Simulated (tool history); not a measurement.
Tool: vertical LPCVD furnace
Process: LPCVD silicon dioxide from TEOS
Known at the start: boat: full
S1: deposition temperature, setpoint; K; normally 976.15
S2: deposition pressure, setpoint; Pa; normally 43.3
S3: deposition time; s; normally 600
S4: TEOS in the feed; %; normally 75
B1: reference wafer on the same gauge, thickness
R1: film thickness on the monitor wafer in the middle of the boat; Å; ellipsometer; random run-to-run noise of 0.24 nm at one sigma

{"run": 1, "hour": 0.0, "S1": 976.15, "S2": 43.3, "S3": 600, "S4": 75, "B1": 108.69, "R1": 1013.8}
{"run": 2, "hour": 28.0, "S1": 976.15, "S2": 43.3, "S3": 600, "S4": 75, "B1": 108.73, "R1": 1010.9}
{"run": 3, "hour": 48.3, "S1": 976.15, "S2": 43.3, "S3": 600, "S4": 75, "B1": 108.75, "R1": 1011.8}
{"run": 4, "hour": 78.1, "S1": 976.15, "S2": 43.3, "S3": 600, "S4": 75, "B1": 108.82, "R1": 1009.4}
{"run": 5, "hour": 108.7, "S1": 976.15, "S2": 43.3, "S3": 600, "S4": 75, "B1": 108.87, "R1": 1008.2}
{"run": 6, "hour": 134.7, "S1": 976.15, "S2": 43.3, "S3": 600, "S4": 75, "B1": 108.82, "R1": 1014.2}
{"run": 7, "hour": 169.3, "S1": 976.15, "S2": 43.3, "S3": 600, "S4": 72, "B1": 108.84, "R1": 990.9}
{"run": 8, "hour": 191.8, "S1": 976.15, "S2": 43.3, "S3": 600, "S4": 72, "B1": 108.76, "R1": 995.6}
{"run": 9, "hour": 216.5, "S1": 976.15, "S2": 43.3, "S3": 600, "S4": 67, "B1": 108.79, "R1": 955.6}
{"run": 10, "hour": 239.5, "S1": 976.15, "S2": 43.3, "S3": 600, "S4": 75, "B1": 108.77, "R1": 1014.9}
{"hour": 289.5, "done": "TEOS flow controller replaced"}
{"run": 11, "hour": 290.0, "S1": 976.15, "S2": 43.3, "S3": 600, "S4": 75, "B1": 108.64, "R1": 1012.9}
{"run": 12, "hour": 302.5, "S1": 976.15, "S2": 43.3, "S3": 600, "S4": 75, "B1": 108.99, "R1": 1018.4}
{"run": 13, "hour": 329.2, "S1": 976.15, "S2": 43.3, "S3": 600, "S4": 75, "B1": 108.74, "R1": 1015.7}
{"run": 14, "hour": 353.5, "S1": 982.15, "S2": 43.3, "S3": 600, "S4": 67, "B1": 108.86, "R1": 1104.2}
{"run": 15, "hour": 375.9, "S1": 982.15, "S2": 43.3, "S3": 600, "S4": 67, "B1": 108.85, "R1": 1100}
{"run": 16, "hour": 397.5, "S1": 967.15, "S2": 38.7, "S3": 600, "S4": 75, "B1": 108.82, "R1": 777.9}
{"hour": 404.5, "done": "gauge calibrated"}
{"hour": 422.3, "done": "thermocouples replaced and temperature profile calibrated"}
{"run": 17, "hour": 428.7, "S1": 987.15, "S2": 43.3, "S3": 840, "S4": 75, "B1": 108.78, "R1": 1905.2}
{"run": 18, "hour": 447.0, "S1": 976.15, "S2": 43.3, "S3": 600, "S4": 75, "B1": 108.82, "R1": 1063.9}
{"run": 19, "hour": 465.3, "S1": 976.15, "S2": 35.3, "S3": 600, "S4": 64, "B1": 108.74, "R1": 886.3}
{"hour": 520.5, "done": "pressure gauge zeroed"}
{"hour": 521.2, "done": "thermocouples replaced and temperature profile calibrated, repeated, since the last time left the tool worse"}
{"run": 20, "hour": 521.7, "S1": 976.15, "S2": 48.7, "S3": 600, "S4": 71, "B1": 108.81, "R1": 984.3}
{"run": 21, "hour": 529.2, "S1": 972.15, "S2": 34.7, "S3": 690, "S4": 70, "B1": 108.87, "R1": 865.2}
{"run": 22, "hour": 559.2, "S1": 976.15, "S2": 43.3, "S3": 600, "S4": 67, "B1": 108.91, "R1": 907.5}
{"run": 23, "hour": 588.4, "S1": 976.15, "S2": 43.3, "S3": 600, "S4": 75, "B1": 108.82, "R1": 959.8}
{"run": 24, "hour": 618.2, "S1": 976.15, "S2": 53.3, "S3": 780, "S4": 80, "B1": 108.67, "R1": 1428.2}
{"run": 25, "hour": 639.4, "S1": 976.15, "S2": 43.3, "S3": 600, "S4": 75, "B1": 108.89, "R1": 958.7}
{"run": 26, "hour": 664.6, "S1": 976.15, "S2": 43.3, "S3": 600, "S4": 71, "B1": 108.79, "R1": 934.8}
{"run": 27, "hour": 693.0, "S1": 987.15, "S2": 43.3, "S3": 840, "S4": 75, "B1": 108.81, "R1": 1717.9}
{"run": 28, "hour": 731.9, "S1": 964.15, "S2": 43.3, "S3": 510, "S4": 89, "B1": 108.89, "R1": 673.6}
{"run": 29, "hour": 751.0, "S1": 976.15, "S2": 43.3, "S3": 420, "S4": 83, "B1": 108.91, "R1": 706.5}
{"run": 30, "hour": 764.1, "S1": 976.15, "S2": 38.7, "S3": 600, "S4": 84, "B1": 108.69, "R1": 962.9}
{"run": 31, "hour": 799.6, "S1": 976.15, "S2": 43.3, "S3": 390, "S4": 75, "B1": 108.81, "R1": 623.5}

3 options for the next run, each taken on its own from the tool as it stands now. Forecast them:
{"run": "A", "hour": 804.0, "S1": 976.15, "S2": 43.3, "S3": 840, "S4": 75, "B1": "?", "R1": "?"}
{"run": "B", "hour": 804.0, "S1": 971.15, "S2": 50, "S3": 510, "S4": 61, "B1": "?", "R1": "?"}
{"run": "C", "hour": 804.0, "S1": 976.15, "S2": 54, "S3": 750, "S4": 82, "B1": "?", "R1": "?"}

run=A B1=108.78 R1=1346
run=B B1=108.78 R1=705
run=C B1=108.78 R1=1402.8
Had the tool no hidden state, the same runs would have come out as:
run=A R1=1323.6
run=B R1=693.1
run=C R1=1379.5

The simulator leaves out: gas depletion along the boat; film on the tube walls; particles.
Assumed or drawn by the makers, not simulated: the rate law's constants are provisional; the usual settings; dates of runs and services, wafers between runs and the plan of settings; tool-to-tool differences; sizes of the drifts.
